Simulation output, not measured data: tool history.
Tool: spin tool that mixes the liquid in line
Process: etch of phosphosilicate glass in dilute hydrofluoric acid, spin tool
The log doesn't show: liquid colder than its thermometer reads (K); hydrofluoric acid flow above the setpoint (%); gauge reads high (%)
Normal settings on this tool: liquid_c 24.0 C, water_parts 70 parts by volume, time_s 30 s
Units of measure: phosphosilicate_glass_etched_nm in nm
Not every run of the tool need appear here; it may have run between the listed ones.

run    hour  liquid_c  water_parts  time_s  wafers since the last listed run  hours since the thermometer was replaced  hours since the hydrofluoric acid flow meter was replaced  hours since the gauge calibration  read-back film thickness of the phosphosilicate glass reference wafer, read on the same gauge (nm)  phosphosilicate_glass_etched_nm
  1     0.0      24.0           70      30                                 0                                     244.4                                                      248.8                              531.0                                                                                              129.99                            67.60
  2    83.8      24.0           70      30                               783                                     328.2                                                      332.6                              614.8                                                                                              129.98                            66.95
  3   121.2      24.0           70      40                               349                                     365.6                                                      370.0                              652.2                                                                                              130.01                            91.36
  4   172.6      24.0           70      30                               480                                     417.0                                                      421.4                              703.6                                                                                              129.98                            68.04
  5   248.6      24.0           95      30                               710                                     493.0                                                      497.4                              779.6                                                                                              129.99                            48.24
  6   320.1      24.0           70      30                               668                                     564.5                                                      568.9                              851.1                                                                                              130.00                            68.72
  7   395.5      24.0           70      30                               704                                     639.9                                                      644.3                              926.5                                                                                              130.01                            68.63
      439.7  -- hydrofluoric acid flow meter replaced
  8   445.5      24.0           70      30                               457                                     689.9                                                        5.8                              976.5                                                                                              130.02                            62.44
      446.3  -- gauge calibrated
  9   533.3      24.0           70      30                               820                                     777.7                                                       93.6                               87.0                                                                                              129.99                            63.01
 10   588.5      24.0           70      30                               515                                     832.9                                                      148.8                              142.2                                                                                              129.98                            63.19
 11   682.7      21.5           70      30                               880                                     927.1                                                      243.0                              236.4                                                                                              130.02                            56.72
 12   750.5      21.5           70      30                               633                                     994.9                                                      310.8                              304.2                                                                                              129.99                            57.98
 13   797.8      21.5           70      30                               442                                    1042.2                                                      358.1                              351.5                                                                                              129.99                            57.87
 14   840.7      19.5           70      30                               400                                    1085.1                                                      401.0                              394.4                                                                                              130.02                            53.77
 15   900.8      24.0          105      25                               561                                    1145.2                                                      461.1                              454.5                                                                                              130.00                            34.68
     1024.8  -- hydrofluoric acid flow meter replaced
 16  1088.5      24.0           80      40                              1744                                    1332.9                                                       63.7                              642.2                                                                                              130.02                            71.52
 17  1135.5      24.0           70      30                               439                                    1379.9                                                      110.7                              689.2                                                                                              130.02                            60.81
     1346.8  -- thermometer replaced
 18  1378.4      21.0          105      25                              2260                                      31.6                                                      353.6                              932.1                                                                                              129.99                            32.17
 19  1424.5      29.0           70      30                               430                                      77.7                                                      399.7                              978.2                                                                                              130.02                            83.95
     1516.9  -- gauge calibrated
     1621.5  -- hydrofluoric acid flow meter replaced
 20  1678.0      24.0          105      30                              2359                                     331.2                                                       56.5                              161.1                                                                                              130.04                            41.24
 21  1724.6      24.0           70      30                               435                                     377.8                                                      103.1                              207.7                                                                                              130.01                            65.41
 22  1782.1      24.0           80      40                               537                                     435.3                                                      160.6                              265.2                                                                                              130.00                            76.21
 23  1841.4      24.0           90      40                               554                                     494.6                                                      219.9                              324.5                                                                                              130.01                            65.80
 24  1911.5      24.0           70      50                               655                                     564.7                                                      290.0                              394.6                                                                                              130.03                           110.82
 25  1961.9      24.0           70      30                               470                                     615.1                                                      340.4                              445.0                                                                                              130.00                            66.04
 26  2141.1      20.0           70      30                              1674                                     794.3                                                      519.6                              624.2                                                                                              129.98                            57.10

Branching from run 26: 5 alternative next runs. What would each branch give?
  A  2141.5      24.0           70      30                                 3                                     794.7                                                      520.0                              624.6                                                                                                   ?                                ?
  B  2141.5      26.0          105      40                                 3                                     794.7                                                      520.0                              624.6                                                                                                   ?                                ?
  C  2141.5      25.5           70      40                                 3                                     794.7                                                      520.0                              624.6                                                                                                   ?                                ?
  D  2141.5      25.5          105      40                                 3                                     794.7                                                      520.0                              624.6                                                                                                   ?                                ?
  E  2141.5      24.0           55      20                                 3                                     794.7                                                      520.0                              624.6                                                                                                   ?                                ?

run  read-back film thickness of the phosphosilicate glass reference wafer, read on the same gauge (nm)  phosphosilicate_glass_etched_nm
  A                                                                                              130.03                            66.48
  B                                                                                              130.03                            61.49
  C                                                                                              130.03                            94.25
  D                                                                                              130.03                            60.29
  E                                                                                              130.03                            57.43
Take away the tool's hidden state, keep each run's random variation, and the runs would have read:
run  phosphosilicate_glass_etched_nm
  A                            66.00
  B                            60.71
  C                            93.47
  D                            59.55
  E                            57.10
